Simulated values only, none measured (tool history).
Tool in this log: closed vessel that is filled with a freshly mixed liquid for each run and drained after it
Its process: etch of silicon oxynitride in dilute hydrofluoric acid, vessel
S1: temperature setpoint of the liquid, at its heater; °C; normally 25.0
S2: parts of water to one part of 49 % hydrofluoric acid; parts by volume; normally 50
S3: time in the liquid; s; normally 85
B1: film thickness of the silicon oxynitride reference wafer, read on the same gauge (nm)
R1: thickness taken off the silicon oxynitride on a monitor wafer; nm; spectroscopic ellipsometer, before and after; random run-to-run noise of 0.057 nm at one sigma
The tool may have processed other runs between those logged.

run	day	S1	S2	S3	B1	R1
1	0.000	23.0	50	85	60.00	5.75
2	1.267	23.0	50	85	60.00	5.67
3	5.042	29.0	65	85	59.98	5.79
4	5.567	25.0	50	85	60.02	6.41
5	6.467	25.0	50	85	59.99	6.50
6	7.275	25.0	50	85	60.00	6.43
7	8.475	25.0	50	85	60.00	6.43
8	9.954	25.0	50	85	59.99	6.41
9	10.571	25.0	50	85	59.99	6.47
10	11.092	25.0	50	85	60.01	6.55
11	14.046	25.0	50	85	60.01	6.55
12	14.650	25.0	50	85	60.00	6.52
13	15.462	25.0	50	85	60.00	6.55
14	16.167	25.0	50	85	60.01	6.50
15	16.921	27.0	60	45	60.02	3.23
16	17.883	28.0	25	110	60.00	20.26
17	19.242	25.0	50	85	59.99	6.62
18	19.996	29.0	60	110	60.03	8.57
19	20.933	22.5	40	120	60.01	10.35
20	22.317	22.5	35	50	59.98	4.96
# day 23.517: thermometer replaced
21	23.546	25.0	50	130	59.99	8.87
# day 23.779: hydrofluoric acid flow meter replaced
# day 24.429: gauge calibrated
22	24.971	25.0	50	55	59.99	3.80
23	26.329	25.0	50	125	59.98	8.73
24	27.038	25.0	70	85	59.98	4.14
25	28.300	25.0	35	40	60.02	3.96
26	28.875	25.0	70	135	60.01	6.72
27	29.792	25.0	50	85	60.02	5.84
28	30.950	20.0	60	135	60.01	6.24
29	32.125	27.5	50	85	60.00	6.77
30	33.025	25.0	50	135	60.00	9.46
31	34.104	25.0	50	85	60.01	6.03
32	34.983	25.0	35	65	60.01	6.57
33	35.508	22.5	50	85	60.04	5.38
34	36.083	25.0	50	85	59.98	6.05

What if the next run were any one of these 3? Each begins from the tool's condition after run 34:
A	36.112	25.0	50	65	?	?
B	36.112	29.5	45	125	?	?
C	36.112	25.0	60	65	?	?

run	B1	R1
A	59.99	4.55
B	59.99	12.08
C	59.99	3.76
Stripped of hidden state, with their random variation kept, the same runs would have yielded:
run	R1
A	4.39
B	11.69
C	3.63
